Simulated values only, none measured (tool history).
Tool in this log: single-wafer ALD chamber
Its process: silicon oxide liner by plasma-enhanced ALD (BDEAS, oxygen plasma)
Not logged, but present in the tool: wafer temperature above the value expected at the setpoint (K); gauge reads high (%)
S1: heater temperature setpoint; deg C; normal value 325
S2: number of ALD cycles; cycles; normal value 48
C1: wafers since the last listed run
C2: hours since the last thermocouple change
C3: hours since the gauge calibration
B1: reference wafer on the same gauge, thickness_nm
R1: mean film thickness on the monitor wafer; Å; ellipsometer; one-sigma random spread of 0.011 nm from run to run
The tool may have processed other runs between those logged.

Run 1, hour 0.0: usual settings; C1 0; C2 2427.8; C3 452.9; B1 5.092. Result: R1 42.51 Å.
Run 2, hour 69.8: usual settings; C1 483; C2 2497.6; C3 522.7; B1 5.093. Result: R1 42.60 Å.
Run 3, hour 96.5: usual settings; C1 184; C2 2524.3; C3 549.4; B1 5.093. Result: R1 42.73 Å.
Run 4, hour 123.9: usual settings but S1 317 deg C; C1 189; C2 2551.7; C3 576.8; B1 5.095. Result: R1 43.09 Å.
Run 5, hour 192.5: usual settings but S1 317 deg C; C1 475; C2 2620.3; C3 645.4; B1 5.098. Result: R1 43.17 Å.
Run 6, hour 242.6: usual settings but S1 317 deg C; C1 347; C2 2670.4; C3 695.5; B1 5.099. Result: R1 43.17 Å.
Run 7, hour 311.5: usual settings but S2 55 cycles; C1 477; C2 2739.3; C3 764.4; B1 5.101. Result: R1 48.91 Å.
Run 8, hour 368.7: usual settings but S2 55 cycles; C1 396; C2 2796.5; C3 821.6; B1 5.104. Result: R1 48.82 Å.
Run 9, hour 438.6: usual settings but S2 55 cycles; C1 484; C2 2866.4; C3 891.5; B1 5.104. Result: R1 48.79 Å.
Run 10, hour 493.7: usual settings; C1 381; C2 2921.5; C3 946.6; B1 5.106. Result: R1 42.62 Å.
Run 11, hour 529.4: usual settings; C1 247; C2 2957.2; C3 982.3; B1 5.107. Result: R1 42.74 Å.
At hour 550.9: gauge calibrated.
Run 12, hour 562.8: usual settings but S1 314 deg C, S2 57 cycles; C1 231; C2 2990.6; C3 11.9; B1 5.046. Result: R1 50.98 Å.
Run 13, hour 621.4: usual settings but S1 320 deg C, S2 57 cycles; C1 405; C2 3049.2; C3 70.5; B1 5.055. Result: R1 50.50 Å.
Run 14, hour 660.7: usual settings but S1 338 deg C, S2 52 cycles; C1 272; C2 3088.5; C3 109.8; B1 5.062. Result: R1 44.82 Å.
Run 15, hour 717.3: usual settings but S2 55 cycles; C1 392; C2 3145.1; C3 166.4; B1 5.068. Result: R1 48.53 Å.
At hour 738.1: thermocouple changed; heater temperature recalibrated.
Run 16, hour 772.7: usual settings; C1 328; C2 34.6; C3 221.8; B1 5.075. Result: R1 42.39 Å.
Run 17, hour 807.3: usual settings; C1 239; C2 69.2; C3 256.4; B1 5.082. Result: R1 42.42 Å.
Run 18, hour 834.2: usual settings but S1 320 deg C, S2 54 cycles; C1 186; C2 96.1; C3 283.3; B1 5.080. Result: R1 48.14 Å.
Run 19, hour 905.6: usual settings; C1 494; C2 167.5; C3 354.7; B1 5.088. Result: R1 42.43 Å.
Run 20, hour 937.4: usual settings but S1 334 deg C, S2 41 cycles; C1 220; C2 199.3; C3 386.5; B1 5.090. Result: R1 35.77 Å.
Run 21, hour 963.0: usual settings but S1 337 deg C, S2 52 cycles; C1 177; C2 224.9; C3 412.1; B1 5.090. Result: R1 45.13 Å.
Run 22, hour 994.1: usual settings but S1 336 deg C, S2 54 cycles; C1 215; C2 256.0; C3 443.2; B1 5.090. Result: R1 47.20 Å.

Entry by entry between the runs, the difference in hidden state between the last listed run before and the first listed run after:
Logged between run 11 and run 12: gauge calibrated (hour 550.9)
  gauge reads high (%): 1.3 -> 0.143
  the result without the hidden state subtracted from the measured one, R1: +0.55 -> +0.07 Å
Logged between run 15 and run 16: thermocouple changed; heater temperature recalibrated (hour 738.1)
  gauge reads high (%): 0.588 -> 0.706
  the result without the hidden state subtracted from the measured one, R1: +0.29 -> +0.30 Å
